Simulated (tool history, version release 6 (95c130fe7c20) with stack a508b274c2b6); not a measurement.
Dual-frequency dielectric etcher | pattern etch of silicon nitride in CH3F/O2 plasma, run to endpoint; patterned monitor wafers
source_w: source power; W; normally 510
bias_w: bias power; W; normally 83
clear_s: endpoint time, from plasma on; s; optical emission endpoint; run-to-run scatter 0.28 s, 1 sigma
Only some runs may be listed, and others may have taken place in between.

run,day,source_w,bias_w,wafers since the last listed run,hours since the last wet clean,hours since the last source power generator calibration,hours since the last bias power generator calibration,hours since the last upper electrode change,"incoming incoming film thickness, nm",clear_s
1,0,510,83,0,522.2,3509.8,3446.1,4529.6,94.4,93.4
# day 3.983: wet clean of the chamber
2,4.004,440,71,557,0.5,3605.9,3542.2,4625.7,95.1,107.4
3,7.896,510,83,722,93.9,3699.3,3635.6,4719.1,94.5,94.1
4,11.662,510,83,699,184.3,3789.7,3726,4809.5,94.9,94.6
5,14.917,510,83,604,262.4,3867.8,3804.1,4887.6,94.2,94.3
6,19.071,510,83,771,362.1,3967.5,3903.8,4987.3,94.7,94.3
7,24.138,510,83,940,483.7,4089.1,4025.4,5108.9,95.6,95
8,25.808,510,83,310,523.8,4129.2,4065.5,5149,95,94.4
# day 29.217: wet clean of the chamber
9,29.238,510,83,450,0.5,4211.5,4147.8,5231.3,94.5,95.3
10,30.875,510,83,304,39.8,4250.8,4187.1,5270.6,94.1,94.8

Forecast run 11:
11,34.929,590,68,752,137.1,4348.1,4284.4,5367.9,95.2,?

Run 11 yielded clear_s 98.5 s.
Without the tool's hidden state the same run would have given clear_s 97.4 s.
